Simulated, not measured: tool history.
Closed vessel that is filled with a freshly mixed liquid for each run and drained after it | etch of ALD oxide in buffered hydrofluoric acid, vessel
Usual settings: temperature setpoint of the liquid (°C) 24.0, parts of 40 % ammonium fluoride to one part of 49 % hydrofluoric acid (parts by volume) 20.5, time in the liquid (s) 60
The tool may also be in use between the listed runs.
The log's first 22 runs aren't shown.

| run | hour | temperature setpoint of the liquid (°C) | parts of 40 % ammonium fluoride to one part of 49 % hydrofluoric acid (parts by volume) | time in the liquid (s) | wafers since the last listed run | hours since the thermometer was replaced | hours since the hydrofluoric acid flow meter was replaced | hours since the gauge calibration | read-back film thickness of the ALD oxide reference wafer, read on the same gauge (nm) | thickness taken off the ALD oxide on a monitor wafer (Å) |
|---|---|---|---|---|---|---|---|---|---|---|
| 23 | 730.7 | 24.0 | 20.5 | 60 | 1723 | 263.0 | 909.5 | 520.0 | 90.00 | 777.2 |
| 24 | 757.7 | 24.0 | 14.0 | 60 | 2259 | 290.0 | 936.5 | 547.0 | 90.02 | 1131.7 |
|  | 762.1 | hydrofluoric acid flow meter replaced |
| 25 | 779.6 | 24.0 | 20.5 | 60 | 1748 | 311.9 | 17.5 | 568.9 | 89.97 | 729.3 |
| 26 | 806.6 | 24.0 | 20.5 | 60 | 2259 | 338.9 | 44.5 | 595.9 | 89.95 | 728.5 |
| 27 | 820.9 | 22.0 | 20.5 | 70 | 1196 | 353.2 | 58.8 | 610.2 | 89.98 | 760.1 |
| 28 | 852.3 | 24.0 | 13.5 | 30 | 2627 | 384.6 | 90.2 | 641.6 | 90.02 | 550.3 |
| 29 | 866.5 | 25.5 | 14.0 | 75 | 1188 | 398.8 | 104.4 | 655.8 | 90.01 | 1449.3 |
| 30 | 897.7 | 24.0 | 28.0 | 45 | 2610 | 430.0 | 135.6 | 687.0 | 90.00 | 442.6 |
| 31 | 915.0 | 20.0 | 17.5 | 90 | 1447 | 447.3 | 152.9 | 704.3 | 89.98 | 1034.5 |
| 32 | 933.2 | 20.0 | 15.0 | 30 | 1522 | 465.5 | 171.1 | 722.5 | 90.03 | 399.1 |
| 33 | 951.7 | 22.5 | 28.0 | 75 | 1547 | 484.0 | 189.6 | 741.0 | 90.00 | 681.7 |
| 34 | 970.3 | 24.0 | 20.5 | 60 | 1556 | 502.6 | 208.2 | 759.6 | 90.03 | 733.0 |
| 35 | 997.3 | 22.5 | 14.0 | 85 | 2259 | 529.6 | 235.2 | 786.6 | 90.02 | 1403.9 |

Forecast each of these 3 alternatives for the next run:
| A | 998.0 | 24.0 | 20.5 | 60 | 58 | 530.3 | 235.9 | 787.3 | ? | ? |
| B | 998.0 | 20.0 | 23.5 | 50 | 58 | 530.3 | 235.9 | 787.3 | ? | ? |
| C | 998.0 | 24.0 | 20.5 | 70 | 58 | 530.3 | 235.9 | 787.3 | ? | ? |

| run | read-back film thickness of the ALD oxide reference wafer, read on the same gauge (nm) | thickness taken off the ALD oxide on a monitor wafer (Å) |
|---|---|---|
| A | 90.00 | 741.8 |
| B | 90.00 | 450.6 |
| C | 90.00 | 865.4 |
Without the tool's hidden state the same runs would have given:
| run | thickness taken off the ALD oxide on a monitor wafer (Å) |
|---|---|
| A | 728.7 |
| B | 442.7 |
| C | 850.2 |

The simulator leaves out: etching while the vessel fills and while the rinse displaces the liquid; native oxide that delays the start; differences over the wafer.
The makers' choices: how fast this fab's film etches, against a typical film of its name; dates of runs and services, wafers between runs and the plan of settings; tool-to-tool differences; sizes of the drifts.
